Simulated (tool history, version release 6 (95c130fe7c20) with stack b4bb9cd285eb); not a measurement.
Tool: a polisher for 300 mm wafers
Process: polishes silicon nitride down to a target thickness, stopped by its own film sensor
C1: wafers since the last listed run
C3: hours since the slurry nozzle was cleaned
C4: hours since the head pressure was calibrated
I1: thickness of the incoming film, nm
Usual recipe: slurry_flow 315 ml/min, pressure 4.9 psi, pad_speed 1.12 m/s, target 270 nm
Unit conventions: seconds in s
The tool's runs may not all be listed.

run 1 hour=0 | slurry_flow=315 pressure=4.9 pad_speed=1.12 target=270 | C1=0 wafers_polished_on_this_pad=846 C3=82.4 C4=723 | I1=438.7 | seconds=78
-- hour=27.6 worn pad replaced by a new one
run 2 hour=28.1 | slurry_flow=315 pressure=4.9 pad_speed=1.12 target=270 | C1=155 wafers_polished_on_this_pad=3 C3=110.5 C4=751.1 | I1=441.3 | seconds=79.1
run 3 hour=45.8 | slurry_flow=315 pressure=4.9 pad_speed=1.12 target=270 | C1=114 wafers_polished_on_this_pad=117 C3=128.2 C4=768.8 | I1=433.8 | seconds=76
run 4 hour=75.9 | slurry_flow=315 pressure=4.9 pad_speed=1.12 target=270 | C1=194 wafers_polished_on_this_pad=311 C3=158.3 C4=798.9 | I1=442.4 | seconds=81.3
run 5 hour=107.3 | slurry_flow=315 pressure=4.9 pad_speed=1.12 target=270 | C1=202 wafers_polished_on_this_pad=514 C3=189.7 C4=830.3 | I1=436.4 | seconds=77.3
run 6 hour=131.3 | slurry_flow=315 pressure=4.9 pad_speed=1.12 target=270 | C1=154 wafers_polished_on_this_pad=669 C3=213.7 C4=854.3 | I1=442 | seconds=79.2
run 7 hour=158.8 | slurry_flow=315 pressure=4.9 pad_speed=1.12 target=270 | C1=177 wafers_polished_on_this_pad=847 C3=241.2 C4=881.8 | I1=446.1 | seconds=81.9
run 8 hour=181 | slurry_flow=315 pressure=4.4 pad_speed=1.12 target=270 | C1=143 wafers_polished_on_this_pad=990 C3=263.4 C4=904 | I1=447.9 | seconds=95
-- hour=193.7 worn pad replaced by a new one
run 9 hour=198.3 | slurry_flow=315 pressure=4.2 pad_speed=1.12 target=270 | C1=85 wafers_polished_on_this_pad=29 C3=280.7 C4=921.3 | I1=437.1 | seconds=89.2
run 10 hour=224.7 | slurry_flow=315 pressure=4.9 pad_speed=1.12 target=270 | C1=170 wafers_polished_on_this_pad=200 C3=307.1 C4=947.7 | I1=445.1 | seconds=83
run 11 hour=250.9 | slurry_flow=315 pressure=5.9 pad_speed=1.5 target=243 | C1=169 wafers_polished_on_this_pad=369 C3=333.3 C4=973.9 | I1=440.9 | seconds=60.8
-- hour=269.8 slurry nozzle cleaned
run 12 hour=271.9 | slurry_flow=315 pressure=4.9 pad_speed=1.12 target=227 | C1=129 wafers_polished_on_this_pad=498 C3=2.1 C4=994.9 | I1=437.9 | seconds=97.2
-- hour=350.1 worn pad replaced by a new one
run 13 hour=372.6 | slurry_flow=315 pressure=4.9 pad_speed=1.12 target=270 | C1=624 wafers_polished_on_this_pad=145 C3=102.8 C4=1095.6 | I1=439.6 | seconds=77.8
run 14 hour=407.9 | slurry_flow=225 pressure=5.8 pad_speed=1.32 target=270 | C1=227 wafers_polished_on_this_pad=373 C3=138.1 C4=1130.9 | I1=443.8 | seconds=61.4
run 15 hour=421.5 | slurry_flow=240 pressure=3.4 pad_speed=1.46 target=215 | C1=87 wafers_polished_on_this_pad=461 C3=151.7 C4=1144.5 | I1=438.4 | seconds=125
-- hour=437.4 head pressure recalibrated
run 16 hour=442.9 | slurry_flow=315 pressure=4.9 pad_speed=1.12 target=270 | C1=125 wafers_polished_on_this_pad=586 C3=173.1 C4=5.5 | I1=446.5 | seconds=83.6
run 17 hour=468.5 | slurry_flow=265 pressure=4.9 pad_speed=0.92 target=270 | C1=165 wafers_polished_on_this_pad=751 C3=198.7 C4=31.1 | I1=444.5 | seconds=98.5
run 18 hour=502.5 | slurry_flow=225 pressure=4.9 pad_speed=1.12 target=298 | C1=219 wafers_polished_on_this_pad=971 C3=232.7 C4=65.1 | I1=444.3 | seconds=70.7
-- hour=516.2 worn pad replaced by a new one
run 19 hour=520 | slurry_flow=315 pressure=4.9 pad_speed=1.44 target=270 | C1=87 wafers_polished_on_this_pad=24 C3=250.2 C4=82.6 | I1=439.8 | seconds=64.3
run 20 hour=545.7 | slurry_flow=360 pressure=4.9 pad_speed=1.12 target=253 | C1=165 wafers_polished_on_this_pad=190 C3=275.9 C4=108.3 | I1=445.1 | seconds=89
run 21 hour=573.1 | slurry_flow=315 pressure=4.9 pad_speed=0.8 target=270 | C1=176 wafers_polished_on_this_pad=367 C3=303.3 C4=135.7 | I1=437.1 | seconds=100.5

Consider 3 possible next runs. They are alternatives, not a sequence: every one starts from the tool as it was left by run 21. What does each give?
run A hour=573.5 | slurry_flow=315 pressure=4.9 pad_speed=1.12 target=270 | C1=2 wafers_polished_on_this_pad=369 C3=303.7 C4=136.1 | I1=441 | seconds=?
run B hour=573.5 | slurry_flow=315 pressure=6 pad_speed=0.92 target=270 | C1=2 wafers_polished_on_this_pad=369 C3=303.7 C4=136.1 | I1=441 | seconds=?
run C hour=573.5 | slurry_flow=315 pressure=3.4 pad_speed=0.82 target=270 | C1=2 wafers_polished_on_this_pad=369 C3=303.7 C4=136.1 | I1=441 | seconds=?

run=A seconds=78.7
run=B seconds=75.2
run=C seconds=145.5
The same runs, with their run-to-run variation unchanged, on a tool lacking any hidden condition would have given:
run=A seconds=78.7
run=B seconds=75.2
run=C seconds=145.5
